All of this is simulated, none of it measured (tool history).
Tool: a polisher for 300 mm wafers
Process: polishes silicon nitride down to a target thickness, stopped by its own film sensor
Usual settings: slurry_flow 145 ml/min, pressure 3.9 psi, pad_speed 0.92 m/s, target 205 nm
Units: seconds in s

run,hour,slurry_flow,pressure,pad_speed,target,"incoming thickness of the incoming film, nm",seconds
1,0.0,145,3.9,0.92,205,371.3,80.8
2,168.6,145,3.9,0.92,205,366.0,80.2
# hour 192.4: worn pad replaced by a new one
3,201.7,145,3.9,0.92,205,375.2,81.9
4,237.1,145,3.9,1.10,205,372.2,69.8
# hour 241.9: head pressure recalibrated
5,276.1,145,3.9,1.10,205,373.3,71.1
6,345.2,145,3.9,1.10,205,368.5,67.7
7,395.2,145,3.9,0.92,205,377.5,82.7
# hour 445.3: worn pad replaced by a new one
8,463.0,145,3.9,0.92,205,377.5,84.9
9,530.3,145,3.9,0.92,205,370.5,80.3
10,577.1,145,3.9,0.92,205,373.7,82.1
11,641.8,145,3.9,0.92,175,370.4,97.3
# hour 702.1: slurry nozzle cleaned
# hour 702.8: worn pad replaced by a new one
# hour 756.7: head pressure recalibrated
12,774.2,190,4.3,1.08,176,371.5,70.8
13,817.9,180,3.4,0.92,205,366.0,87.0
14,886.5,145,3.9,0.76,153,368.6,122.9
15,942.1,145,3.9,0.92,205,369.7,80.3
# hour 957.9: worn pad replaced by a new one
16,991.8,180,3.4,0.92,205,366.0,87.9
17,1060.3,105,3.4,0.92,246,363.7,70.4
18,1110.6,195,3.9,0.92,173,376.0,93.7
19,1140.9,145,5.0,0.70,166,365.1,92.9
20,1169.7,145,3.9,0.92,205,366.7,77.8
21,1212.0,145,4.5,0.82,205,363.9,71.9
# hour 1247.5: worn pad replaced by a new one
22,1275.5,145,3.9,0.92,258,378.0,57.8

3 ways to go on from here, each from the tool as it stands after run 22. What would each give?
A,1276.0,145,4.3,0.92,205,374.3,?
B,1276.0,145,3.4,0.92,205,374.3,?
C,1276.0,95,3.9,1.20,205,374.3,?

run,seconds
A,73.4
B,92.8
C,72.7
Without the tool's hidden state the same runs would have given:
run,seconds
A,73.4
B,92.8
C,72.7
